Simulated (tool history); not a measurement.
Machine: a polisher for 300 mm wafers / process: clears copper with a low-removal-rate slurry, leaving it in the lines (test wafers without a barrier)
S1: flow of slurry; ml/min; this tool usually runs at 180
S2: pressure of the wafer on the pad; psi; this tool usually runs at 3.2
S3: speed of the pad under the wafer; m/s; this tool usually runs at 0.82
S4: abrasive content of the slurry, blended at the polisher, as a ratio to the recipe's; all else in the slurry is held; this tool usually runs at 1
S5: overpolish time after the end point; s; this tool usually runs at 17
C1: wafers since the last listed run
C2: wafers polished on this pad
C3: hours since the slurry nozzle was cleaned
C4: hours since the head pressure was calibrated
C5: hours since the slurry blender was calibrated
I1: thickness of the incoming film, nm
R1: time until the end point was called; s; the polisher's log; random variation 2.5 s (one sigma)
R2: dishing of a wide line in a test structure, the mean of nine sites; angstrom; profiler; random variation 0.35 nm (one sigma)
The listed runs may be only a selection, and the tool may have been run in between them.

{"run": 1, "hour": 0.0, "S1": 180, "S2": 3.2, "S3": 0.82, "S4": 1, "S5": 17, "C1": 0, "C2": 606, "C3": 215.1, "C4": 658.4, "C5": 273.9, "I1": 405.6, "R1": 200.6, "R2": 230}
{"hour": 5.3, "done": "worn pad replaced by a new one"}
{"run": 2, "hour": 14.9, "S1": 180, "S2": 3.2, "S3": 0.82, "S4": 1, "S5": 17, "C1": 97, "C2": 85, "C3": 230, "C4": 673.3, "C5": 288.8, "I1": 396.6, "R1": 183.5, "R2": 247}
{"run": 3, "hour": 29.2, "S1": 180, "S2": 3.2, "S3": 0.82, "S4": 1, "S5": 17, "C1": 127, "C2": 212, "C3": 244.3, "C4": 687.6, "C5": 303.1, "I1": 405, "R1": 188.4, "R2": 245}
{"run": 4, "hour": 44.5, "S1": 180, "S2": 3.2, "S3": 0.82, "S4": 1, "S5": 17, "C1": 136, "C2": 348, "C3": 259.6, "C4": 702.9, "C5": 318.4, "I1": 403.5, "R1": 194.4, "R2": 247}
{"run": 5, "hour": 53.2, "S1": 180, "S2": 3.2, "S3": 0.82, "S4": 1, "S5": 17, "C1": 77, "C2": 425, "C3": 268.3, "C4": 711.6, "C5": 327.1, "I1": 402.2, "R1": 195.9, "R2": 241}
{"run": 6, "hour": 67.0, "S1": 180, "S2": 3.2, "S3": 0.82, "S4": 1, "S5": 17, "C1": 122, "C2": 548, "C3": 282.1, "C4": 725.4, "C5": 340.9, "I1": 403.7, "R1": 197.2, "R2": 238}
{"run": 7, "hour": 73.8, "S1": 180, "S2": 3.2, "S3": 0.82, "S4": 1, "S5": 17, "C1": 60, "C2": 609, "C3": 288.9, "C4": 732.2, "C5": 347.7, "I1": 400.6, "R1": 195.3, "R2": 231}
{"hour": 83.2, "done": "worn pad replaced by a new one"}
{"run": 8, "hour": 86.4, "S1": 180, "S2": 3.2, "S3": 0.82, "S4": 1, "S5": 17, "C1": 76, "C2": 28, "C3": 301.5, "C4": 744.8, "C5": 360.3, "I1": 410.1, "R1": 195, "R2": 245}
{"run": 9, "hour": 103.2, "S1": 180, "S2": 3.8, "S3": 0.82, "S4": 1, "S5": 22, "C1": 149, "C2": 178, "C3": 318.3, "C4": 761.6, "C5": 377.1, "I1": 406.2, "R1": 169, "R2": 349}
{"hour": 109.7, "done": "head pressure recalibrated"}
{"run": 10, "hour": 118.1, "S1": 180, "S2": 3.8, "S3": 0.82, "S4": 1, "S5": 22, "C1": 114, "C2": 293, "C3": 333.2, "C4": 8.4, "C5": 392, "I1": 405.7, "R1": 166.9, "R2": 341}
{"run": 11, "hour": 124.9, "S1": 210, "S2": 3.9, "S3": 1.08, "S4": 1, "S5": 24, "C1": 60, "C2": 353, "C3": 340, "C4": 15.2, "C5": 398.8, "I1": 402.3, "R1": 124, "R2": 455}
{"run": 12, "hour": 140.6, "S1": 180, "S2": 3.2, "S3": 0.82, "S4": 1, "S5": 17, "C1": 139, "C2": 493, "C3": 355.7, "C4": 30.9, "C5": 414.5, "I1": 410.3, "R1": 200.1, "R2": 242}
{"run": 13, "hour": 147.0, "S1": 150, "S2": 3.2, "S3": 0.82, "S4": 1, "S5": 8, "C1": 56, "C2": 550, "C3": 362.1, "C4": 37.3, "C5": 420.9, "I1": 403.3, "R1": 207.7, "R2": 115}
{"hour": 151.3, "done": "slurry nozzle cleaned"}
{"hour": 163.0, "done": "worn pad replaced by a new one"}
{"run": 14, "hour": 163.5, "S1": 180, "S2": 3.2, "S3": 0.82, "S4": 1, "S5": 17, "C1": 102, "C2": 4, "C3": 12.2, "C4": 53.8, "C5": 437.4, "I1": 398.5, "R1": 184.6, "R2": 251}
{"hour": 174.3, "done": "slurry blender recalibrated"}
{"run": 15, "hour": 174.8, "S1": 120, "S2": 3.2, "S3": 1, "S4": 0.7, "S5": 20, "C1": 82, "C2": 86, "C3": 23.5, "C4": 65.1, "C5": 0.5, "I1": 408.4, "R1": 188.7, "R2": 293}
{"run": 16, "hour": 189.8, "S1": 180, "S2": 3.2, "S3": 0.82, "S4": 1, "S5": 17, "C1": 133, "C2": 220, "C3": 38.5, "C4": 80.1, "C5": 15.5, "I1": 401.8, "R1": 185.1, "R2": 243}
{"run": 17, "hour": 198.2, "S1": 180, "S2": 3.5, "S3": 0.94, "S4": 1, "S5": 20, "C1": 74, "C2": 295, "C3": 46.9, "C4": 88.5, "C5": 23.9, "I1": 409, "R1": 158.2, "R2": 331}
{"run": 18, "hour": 206.7, "S1": 130, "S2": 3.7, "S3": 0.82, "S4": 1.2, "S5": 20, "C1": 75, "C2": 370, "C3": 55.4, "C4": 97, "C5": 32.4, "I1": 404.1, "R1": 168.3, "R2": 309}
{"run": 19, "hour": 223.8, "S1": 200, "S2": 3.2, "S3": 0.6, "S4": 1, "S5": 17, "C1": 152, "C2": 523, "C3": 72.5, "C4": 114.1, "C5": 49.5, "I1": 402.6, "R1": 254.8, "R2": 187}
{"run": 20, "hour": 232.9, "S1": 120, "S2": 3.2, "S3": 1, "S4": 1, "S5": 17, "C1": 80, "C2": 604, "C3": 81.6, "C4": 123.2, "C5": 58.6, "I1": 412.4, "R1": 187.5, "R2": 255}

Branching from run 20: 3 alternative next runs. What would each branch give?
{"run": "A", "hour": 233.4, "S1": 180, "S2": 3.2, "S3": 0.82, "S4": 1, "S5": 17, "C1": 4, "C2": 608, "C3": 82.1, "C4": 123.7, "C5": 59.1, "I1": 406.2, "R1": "?", "R2": "?"}
{"run": "B", "hour": 233.4, "S1": 180, "S2": 3.2, "S3": 0.82, "S4": 1, "S5": 24, "C1": 4, "C2": 608, "C3": 82.1, "C4": 123.7, "C5": 59.1, "I1": 406.2, "R1": "?", "R2": "?"}
{"run": "C", "hour": 233.4, "S1": 180, "S2": 2.6, "S3": 0.6, "S4": 0.75, "S5": 26, "C1": 4, "C2": 608, "C3": 82.1, "C4": 123.7, "C5": 59.1, "I1": 406.2, "R1": "?", "R2": "?"}

run=A R1=207.5 R2=223
run=B R1=207.5 R2=298
run=C R1=347.5 R2=205
The same runs, with their run-to-run variation unchanged, on a tool lacking any hidden condition would have given:
run=A R1=189 R2=242
run=B R1=189 R2=322
run=C R1=316.5 R2=222
